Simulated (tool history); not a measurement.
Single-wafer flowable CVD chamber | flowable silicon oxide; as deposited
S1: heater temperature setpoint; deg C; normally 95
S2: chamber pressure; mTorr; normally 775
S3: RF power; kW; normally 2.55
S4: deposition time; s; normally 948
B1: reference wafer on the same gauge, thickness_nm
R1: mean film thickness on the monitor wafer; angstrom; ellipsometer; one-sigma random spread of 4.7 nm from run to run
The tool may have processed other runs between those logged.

run,day,S1,S2,S3,S4,B1,R1
1,0,95,775,2.42,948,958.349,8582.65
2,0.742,95,775,2.42,948,960.375,8556.33
3,1.404,95,643,2.55,948,960.99,7167.83
4,1.8,95,643,2.55,948,958.601,7141.7
5,2.225,95,643,2.55,948,956.666,7158.38
6,2.888,95,775,2.55,948,956.448,8665.36
7,3.362,95,775,2.55,948,962.325,8660.65
8,3.879,95,775,2.55,948,957.577,8646.29
9,4.596,95,775,2.55,948,958.53,8629.15
# day 4.883: gauge calibrated
# day 5.079: thermocouple changed; heater temperature recalibrated
10,5.1,95,775,2.55,948,958.549,8665.3
11,5.554,95,775,2.55,948,958.262,8701.72
12,5.888,95,775,2.55,948,960.761,8620.92
13,6.567,90,775,2.55,948,957.872,10382.84
14,6.992,95,775,2.42,948,957.057,8562.28
15,7.571,95,955,2.89,948,960.349,10730.07
16,7.925,88,775,2.115,1015,959.298,11448.55
# day 8.588: showerhead replaced
# day 8.879: RF generator calibrated
# day 8.938: capacitance manometer re-zeroed and calibrated
17,8.958,100,697,2.55,822,956.096,5270
18,8.979,88,775,2.115,1015,960.705,10988.84
19,9.462,95,775,2.55,948,957.376,8138.99
20,9.858,87,618,2.335,1059,958.38,9543.24
21,10.329,83,602,3.01,1007,957.297,10431.08
22,11.421,87,775,2.75,864,962.258,10011.06
23,11.771,95,775,2.55,948,956.76,8202.77
24,12.242,89,775,2.55,948,959.428,10369.2
25,12.55,88,721,2.55,1015,957.172,10662.07
26,13.225,85,696,2.55,948,958.258,10567.63

Alternative continuations, all from the tool just after run 26; predict every row:
A,13.254,109,775,2.55,948,?,?
B,13.254,83,693,2.55,778,?,?
C,13.254,86,604,2.55,948,?,?

run,B1,R1
A,958.01,4887.43
B,958.01,9320.8
C,958.01,8941.84
Without the tool's hidden state the same runs would have given:
run,R1
A,4815.11
B,9178.18
C,8805.02
